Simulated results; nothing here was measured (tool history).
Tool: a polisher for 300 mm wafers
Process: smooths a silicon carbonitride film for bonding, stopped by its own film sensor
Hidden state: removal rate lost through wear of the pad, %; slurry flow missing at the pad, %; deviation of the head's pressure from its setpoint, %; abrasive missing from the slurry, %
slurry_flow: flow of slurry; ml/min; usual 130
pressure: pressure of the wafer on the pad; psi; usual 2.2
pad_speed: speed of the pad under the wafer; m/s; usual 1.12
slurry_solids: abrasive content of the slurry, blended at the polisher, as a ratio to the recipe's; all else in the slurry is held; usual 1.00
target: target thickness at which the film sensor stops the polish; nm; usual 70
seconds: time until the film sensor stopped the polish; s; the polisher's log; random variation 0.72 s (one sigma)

run     day  slurry_flow  pressure  pad_speed  slurry_solids  target  wafers since the last listed run  wafers polished on this pad  hours since the slurry nozzle was cleaned  hours since the head pressure was calibrated  hours since the slurry blender was calibrated  incoming thickness of the incoming film, nm  seconds
  1   0.000          130       2.2       1.12           1.00      70                                 0                          626                                      279.1                                         621.8                                          114.6                                         89.3     52.2
  2   1.954          130       2.2       1.12           1.00      70                               736                         1362                                      326.0                                         668.7                                          161.5                                         89.0     50.5
  3   4.288          130       2.2       1.12           1.00      70                               879                         2242                                      382.0                                         724.7                                          217.5                                         90.0     54.8
      4.950  -- slurry blender recalibrated
  4   6.279          130       2.2       1.12           1.00      70                               719                         2961                                      429.8                                         772.5                                           31.9                                         91.3     58.2
  5   8.712          160       2.2       1.12           1.00      70                               917                         3878                                      488.2                                         830.9                                           90.3                                         89.9     52.8
      9.354  -- worn pad replaced by a new one
  6  11.104          160       2.2       1.12           1.00      70                               838                          659                                      545.6                                         888.3                                          147.7                                         89.7     53.0
  7  13.029          160       2.2       1.12           1.00      70                               725                         1384                                      591.8                                         934.5                                          193.9                                         91.5     59.6
     14.742  -- slurry nozzle cleaned
  8  14.762          130       2.2       1.12           1.00      70                               637                         2022                                        0.5                                         976.1                                          235.5                                         91.3     55.6
     16.279  -- slurry blender recalibrated
  9  16.796          130       2.2       1.12           1.00      70                               734                         2757                                       49.3                                        1024.9                                           12.4                                         90.1     53.7
 10  19.283          130       2.2       1.12           0.85      68                               937                         3694                                      109.0                                        1084.6                                           72.1                                         89.9     63.7
     20.296  -- worn pad replaced by a new one
     20.529  -- head pressure recalibrated
 11  20.550          130       2.2       1.12           1.00      70                               383                           64                                      139.4                                           0.5                                          102.5                                         90.3     52.5
 12  22.071          130       2.2       1.12           1.00      70                               573                          637                                      175.9                                          37.0                                          139.0                                         90.0     52.3
 13  23.358          130       2.2       1.12           1.25      70                               485                         1123                                      206.8                                          67.9                                          169.9                                         88.8     46.6
 14  24.654          130       2.2       1.12           0.85      65                               488                         1611                                      237.9                                          99.0                                          201.0                                         88.9     70.5
 15  26.121          115       2.0       1.12           1.20      65                               552                         2164                                      273.1                                         134.2                                          236.2                                         88.0     64.4
     27.567  -- slurry blender recalibrated
 16  29.100          130       2.2       0.98           1.00      70                              1091                         3255                                      344.6                                         205.7                                           36.8                                         91.1     63.8
     29.700  -- worn pad replaced by a new one
 17  32.088           95       1.8       0.82           1.00      72                              1063                          900                                      416.3                                         277.4                                          108.5                                         90.1     87.5
 18  33.592          130       2.2       1.44           1.00      70                               566                         1467                                      452.4                                         313.5                                          144.6                                         89.6     43.1
 19  36.304           90       2.2       1.38           0.80      77                              1022                         2489                                      517.5                                         378.6                                          209.7                                         89.7     37.9
     38.996  -- slurry blender recalibrated
 20  39.204          130       1.7       1.12           1.00      70                              1061                         3550                                      587.1                                         448.2                                            5.0                                         90.0     74.9
     39.683  -- worn pad replaced by a new one
     39.888  -- slurry nozzle cleaned
 21  41.796           90       2.2       1.12           0.70      70                               898                          780                                       45.8                                         510.4                                           67.2                                         88.5     65.3
 22  43.400          130       2.2       1.12           0.85      65                               604                         1384                                       84.3                                         548.9                                          105.7                                         89.7     71.9
 23  46.371          130       2.9       1.12           0.75      70                              1119                         2504                                      155.6                                         620.2                                          177.0                                         90.8     48.7
 24  47.450          130       1.7       1.12           1.00      70                               406                         2910                                      181.5                                         646.1                                          202.9                                         89.0     64.9
     49.112  -- slurry blender recalibrated
     49.200  -- worn pad replaced by a new one
 25  49.962          130       1.5       1.12           1.00      70                               883                          287                                      241.8                                         706.4                                           20.4                                         89.9     79.0
 26  51.104          130       2.2       1.12           1.00      70                               430                          717                                      269.2                                         733.8                                           47.8                                         89.3     52.2
 27  52.379          160       2.2       1.12           1.00      66                               480                         1198                                      299.8                                         764.4                                           78.4                                         89.9     61.9

Forecast each of these 3 alternatives for the next run:
  A  52.396          130       2.2       1.12           1.00      70                                 6                         1204                                      300.2                                         764.8                                           78.8                                         89.6        ?
  B  52.396          130       2.6       1.46           1.00      70                                 6                         1204                                      300.2                                         764.8                                           78.8                                         89.6        ?
  C  52.396          130       2.8       1.12           1.25      70                                 6                         1204                                      300.2                                         764.8                                           78.8                                         89.6        ?

run  seconds
  A     52.9
  B     36.2
  C     37.4
Without the tool's hidden state the same runs would have given:
run  seconds
  A     50.4
  B     34.5
  C     35.7
